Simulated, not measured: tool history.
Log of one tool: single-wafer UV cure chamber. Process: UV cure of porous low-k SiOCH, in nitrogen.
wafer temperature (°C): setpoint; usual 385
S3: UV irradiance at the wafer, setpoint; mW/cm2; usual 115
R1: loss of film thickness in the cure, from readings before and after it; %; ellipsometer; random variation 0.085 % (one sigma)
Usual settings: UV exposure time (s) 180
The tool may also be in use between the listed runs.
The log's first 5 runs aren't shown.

{"run": 6, "hour": 74.0, "wafer temperature (°C)": 385, "UV exposure time (s)": 180, "S3": 115, "R1": 9.029}
{"run": 7, "hour": 86.0, "wafer temperature (°C)": 398, "UV exposure time (s)": 200, "S3": 115, "R1": 9.702}
{"run": 8, "hour": 97.4, "wafer temperature (°C)": 398, "UV exposure time (s)": 200, "S3": 115, "R1": 9.901}
{"run": 9, "hour": 112.4, "wafer temperature (°C)": 385, "UV exposure time (s)": 180, "S3": 115, "R1": 9.031}
{"run": 10, "hour": 124.8, "wafer temperature (°C)": 385, "UV exposure time (s)": 180, "S3": 115, "R1": 9.032}
{"run": 11, "hour": 140.9, "wafer temperature (°C)": 385, "UV exposure time (s)": 180, "S3": 115, "R1": 9.056}
{"run": 12, "hour": 152.5, "wafer temperature (°C)": 385, "UV exposure time (s)": 180, "S3": 115, "R1": 9.055}
{"run": 13, "hour": 161.3, "wafer temperature (°C)": 385, "UV exposure time (s)": 180, "S3": 115, "R1": 9.042}
{"run": 14, "hour": 212.3, "wafer temperature (°C)": 385, "UV exposure time (s)": 255, "S3": 115, "R1": 10.228}
{"run": 15, "hour": 219.3, "wafer temperature (°C)": 385, "UV exposure time (s)": 255, "S3": 115, "R1": 10.376}
{"hour": 234.2, "done": "quartz window cleaned"}
{"run": 16, "hour": 235.2, "wafer temperature (°C)": 385, "UV exposure time (s)": 255, "S3": 115, "R1": 10.432}
{"run": 17, "hour": 243.3, "wafer temperature (°C)": 399, "UV exposure time (s)": 285, "S3": 115, "R1": 11.221}
{"hour": 254.0, "done": "UV bulbs replaced"}
{"run": 18, "hour": 261.2, "wafer temperature (°C)": 390, "UV exposure time (s)": 120, "S3": 76, "R1": 6.99}
{"run": 19, "hour": 273.5, "wafer temperature (°C)": 380, "UV exposure time (s)": 215, "S3": 104, "R1": 10.653}
{"run": 20, "hour": 282.2, "wafer temperature (°C)": 385, "UV exposure time (s)": 180, "S3": 115, "R1": 10.476}
{"run": 21, "hour": 291.2, "wafer temperature (°C)": 385, "UV exposure time (s)": 180, "S3": 115, "R1": 10.428}
{"run": 22, "hour": 303.6, "wafer temperature (°C)": 385, "UV exposure time (s)": 180, "S3": 115, "R1": 10.321}
{"run": 23, "hour": 317.6, "wafer temperature (°C)": 385, "UV exposure time (s)": 180, "S3": 115, "R1": 10.408}
{"run": 24, "hour": 350.1, "wafer temperature (°C)": 385, "UV exposure time (s)": 180, "S3": 115, "R1": 10.352}
{"run": 25, "hour": 356.7, "wafer temperature (°C)": 377, "UV exposure time (s)": 180, "S3": 115, "R1": 10.235}
{"run": 26, "hour": 373.9, "wafer temperature (°C)": 400, "UV exposure time (s)": 180, "S3": 115, "R1": 10.46}
{"run": 27, "hour": 387.1, "wafer temperature (°C)": 365, "UV exposure time (s)": 250, "S3": 115, "R1": 11.264}

Forecast run 28:
{"run": 28, "hour": 421.6, "wafer temperature (°C)": 390, "UV exposure time (s)": 250, "S3": 143, "R1": "?"}

{"run 28": {"R1": 12.797}}
Without the tool's hidden state the same run would have given R1 12.975 %.
